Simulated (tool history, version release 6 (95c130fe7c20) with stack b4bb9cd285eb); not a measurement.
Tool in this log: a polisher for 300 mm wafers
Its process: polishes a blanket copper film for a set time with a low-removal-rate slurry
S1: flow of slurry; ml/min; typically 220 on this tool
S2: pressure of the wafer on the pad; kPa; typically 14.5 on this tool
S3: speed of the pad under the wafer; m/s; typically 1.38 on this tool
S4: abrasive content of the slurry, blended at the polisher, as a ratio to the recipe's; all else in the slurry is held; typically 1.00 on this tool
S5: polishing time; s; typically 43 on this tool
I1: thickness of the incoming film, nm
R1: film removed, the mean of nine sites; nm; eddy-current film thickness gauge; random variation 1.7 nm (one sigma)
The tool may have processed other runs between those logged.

run 1 hour=0.0 | S1=220 S2=14.5 S3=1.38 S4=0.80 S5=37 | I1=1202.6 | R1=112.6
-- hour=16.8 slurry nozzle cleaned
run 2 hour=75.5 | S1=220 S2=14.5 S3=1.38 S4=1.00 S5=43 | I1=1195.4 | R1=132.8
-- hour=80.6 worn pad replaced by a new one
run 3 hour=159.7 | S1=220 S2=14.5 S3=1.38 S4=1.00 S5=43 | I1=1191.3 | R1=134.0
-- hour=224.4 slurry blender recalibrated
run 4 hour=231.7 | S1=220 S2=14.5 S3=1.38 S4=1.00 S5=43 | I1=1216.6 | R1=132.9
run 5 hour=295.1 | S1=220 S2=14.5 S3=1.38 S4=1.00 S5=43 | I1=1193.5 | R1=134.8
-- hour=352.9 worn pad replaced by a new one
-- hour=461.4 head pressure recalibrated
run 6 hour=498.3 | S1=220 S2=14.5 S3=1.38 S4=1.00 S5=43 | I1=1202.6 | R1=140.1
-- hour=503.8 slurry blender recalibrated
run 7 hour=597.9 | S1=220 S2=14.5 S3=1.38 S4=1.00 S5=53 | I1=1183.8 | R1=173.5
-- hour=602.8 slurry nozzle cleaned
-- hour=663.7 worn pad replaced by a new one
run 8 hour=677.4 | S1=220 S2=14.5 S3=1.38 S4=1.00 S5=53 | I1=1177.7 | R1=174.1
run 9 hour=724.2 | S1=220 S2=14.5 S3=1.38 S4=1.00 S5=53 | I1=1200.5 | R1=168.9
run 10 hour=769.7 | S1=220 S2=14.5 S3=1.38 S4=1.00 S5=53 | I1=1210.6 | R1=170.7
-- hour=774.9 slurry blender recalibrated
run 11 hour=863.3 | S1=190 S2=11.7 S3=1.52 S4=1.00 S5=31 | I1=1191.1 | R1=83.8
-- hour=910.5 worn pad replaced by a new one
run 12 hour=945.0 | S1=220 S2=14.5 S3=1.38 S4=0.85 S5=43 | I1=1189.2 | R1=131.8
run 13 hour=994.0 | S1=160 S2=14.5 S3=1.38 S4=1.00 S5=43 | I1=1198.3 | R1=129.8
run 14 hour=1072.9 | S1=220 S2=14.5 S3=1.38 S4=1.00 S5=53 | I1=1207.7 | R1=171.1
-- hour=1080.1 slurry blender recalibrated
-- hour=1119.7 slurry nozzle cleaned
run 15 hour=1120.2 | S1=220 S2=14.5 S3=1.38 S4=1.00 S5=43 | I1=1215.0 | R1=135.4
-- hour=1190.7 worn pad replaced by a new one
run 16 hour=1192.4 | S1=220 S2=14.5 S3=1.24 S4=1.00 S5=48 | I1=1223.0 | R1=140.0
run 17 hour=1245.2 | S1=220 S2=18.6 S3=1.38 S4=1.25 S5=51 | I1=1210.6 | R1=213.3
run 18 hour=1319.5 | S1=220 S2=17.9 S3=1.38 S4=1.00 S5=49 | I1=1181.2 | R1=188.3
-- hour=1331.3 slurry blender recalibrated
run 19 hour=1405.6 | S1=220 S2=14.5 S3=1.38 S4=1.00 S5=28 | I1=1198.5 | R1=86.5

Results for each run, recomputed without the tool's hidden state and with each run's random variation untouched:
Hidden state at play: removal rate lost through wear of the pad, %; slurry flow missing at the pad, %; deviation of the head's pressure from its setpoint, %; abrasive missing from the slurry, %.
run=1 R1=117.8
run=2 R1=139.3
run=3 R1=140.9
run=4 R1=139.9
run=5 R1=142.0
run=6 R1=140.9
run=7 R1=176.9
run=8 R1=179.0
run=9 R1=174.3
run=10 R1=176.8
run=11 R1=87.3
run=12 R1=138.0
run=13 R1=136.1
run=14 R1=180.1
run=15 R1=142.7
run=16 R1=147.9
run=17 R1=225.5
run=18 R1=199.4
run=19 R1=91.8

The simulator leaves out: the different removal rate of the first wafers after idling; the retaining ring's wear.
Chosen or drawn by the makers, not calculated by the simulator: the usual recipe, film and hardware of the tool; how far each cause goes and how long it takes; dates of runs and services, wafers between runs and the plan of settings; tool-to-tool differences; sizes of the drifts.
